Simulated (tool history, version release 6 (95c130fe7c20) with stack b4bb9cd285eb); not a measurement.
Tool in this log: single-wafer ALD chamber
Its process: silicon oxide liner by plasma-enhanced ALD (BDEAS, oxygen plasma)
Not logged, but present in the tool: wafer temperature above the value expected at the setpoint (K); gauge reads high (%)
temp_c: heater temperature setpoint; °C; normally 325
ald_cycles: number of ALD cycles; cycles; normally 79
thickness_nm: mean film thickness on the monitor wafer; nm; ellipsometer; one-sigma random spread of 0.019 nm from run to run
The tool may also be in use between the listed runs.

run	hour	temp_c	ald_cycles	wafers since the last listed run	hours since the last thermocouple change	hours since the gauge calibration	read-back reference wafer on the same gauge, thickness_nm	thickness_nm
1	0.0	325	79	0	890.2	356.7	8.335	7.455
2	33.7	325	79	131	923.9	390.4	8.352	7.480
3	52.8	325	79	74	943.0	409.5	8.359	7.518
4	68.5	325	79	61	958.7	425.2	8.359	7.460
5	82.3	325	79	53	972.5	439.0	8.360	7.507
6	96.0	315	79	53	986.2	452.7	8.361	7.604
7	115.3	315	79	75	1005.5	472.0	8.370	7.593
8	129.3	325	70	54	1019.5	486.0	8.367	6.661
9	160.2	325	70	120	1050.4	516.9	8.378	6.639
10	194.6	332	79	134	1084.8	551.3	8.408	7.454
11	207.5	332	68	50	1097.7	564.2	8.404	6.468
# hour 222.8: gauge calibrated
12	236.1	330	92	111	1126.3	13.3	8.309	8.605
13	272.0	325	79	140	1162.2	49.2	8.299	7.444
14	304.1	315	92	125	1194.3	81.3	8.309	8.774
15	316.1	325	79	46	1206.3	93.3	8.300	7.457
# hour 336.9: thermocouple changed; heater temperature recalibrated
16	341.6	325	79	68	4.7	118.8	8.313	7.449
17	361.5	338	66	77	24.6	138.7	8.307	6.142
18	379.6	312	79	70	42.7	156.8	8.310	7.584
19	413.4	335	67	131	76.5	190.6	8.320	6.263
20	447.0	311	89	131	110.1	224.2	8.327	8.569
21	470.4	337	70	91	133.5	247.6	8.333	6.526
22	491.7	339	87	83	154.8	268.9	8.327	8.070
23	523.1	331	79	122	186.2	300.3	8.326	7.444

A few steps of thickness_nm between consecutive runs. Split each: what settings, incoming material and random variation would produce without the hidden state, and what is left over for the hidden state, along with gauge scatter present in only one of the two compared results (measured, and without hidden state):
Run 9 -> 10: temp_c 325 -> 332, ald_cycles 70 -> 79. thickness_nm +0.815 nm: hidden state +0.021, all else +0.794.
Run 11 -> 12: temp_c 332 -> 330, ald_cycles 68 -> 92, gauge calibrated. thickness_nm +2.137 nm: hidden state -0.076, all else +2.213.
Run 19 -> 20: temp_c 335 -> 311, ald_cycles 67 -> 89. thickness_nm +2.306 nm: hidden state +0.012, all else +2.294.
